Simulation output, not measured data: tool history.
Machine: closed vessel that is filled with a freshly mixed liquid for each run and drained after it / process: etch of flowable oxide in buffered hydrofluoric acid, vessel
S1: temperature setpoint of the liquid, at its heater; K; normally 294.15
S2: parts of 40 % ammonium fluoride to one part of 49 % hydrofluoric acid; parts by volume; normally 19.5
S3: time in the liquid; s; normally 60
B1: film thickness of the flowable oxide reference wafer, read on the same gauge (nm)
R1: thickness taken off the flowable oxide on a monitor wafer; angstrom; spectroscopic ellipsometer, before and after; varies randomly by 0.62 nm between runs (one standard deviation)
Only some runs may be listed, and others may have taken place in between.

run   hour      S1    S2  S3      B1      R1
  1      0  294.15    25  60  110.02   802.4
  2   12.2  295.15  19.5  60     110  1001.9
  3   20.1  295.15  19.5  60  109.99  1011.5
  4   28.7  294.15  19.5  60  109.98   937.5
  5   40.2  294.15  19.5  60  110.01     945
  6   57.8  294.15  19.5  60  110.02   935.1
  7   73.9  294.15  19.5  60  110.03   935.8
  8   85.6  299.15    17  95  109.99  2232.1
     108.1  -- gauge calibrated
  9  110.3  296.65  19.5  60  110.02  1072.7
 10  125.8  290.15  19.5  85  110.01  1049.5
     140.8  -- thermometer replaced
 11  141.9  291.65  14.5  90  109.98    1860
     149.2  -- hydrofluoric acid flow meter replaced
 12  154.3  298.15  14.5  60  110.02  1781.8
 13  171.2  292.15  23.5  90     110  1245.7
 14  179.3  294.15  19.5  60  110.03  1067.5
 15  190.4  294.15  19.5  60     110  1063.6

3 options for the next run, each taken on its own from the tool as it stands now. Forecast them:
  A  191.1  294.15  19.5  75   ?   ?
  B  191.1  291.65    24  50   ?   ?
  C  191.1  290.15  19.5  75   ?   ?

run      B1      R1
  A  110.01  1333.9
  B  110.01   664.1
  C  110.01  1063.3
Without the tool's unlogged condition, the same runs would have read:
run     R1
  A   1364
  B  679.3
  C   1088
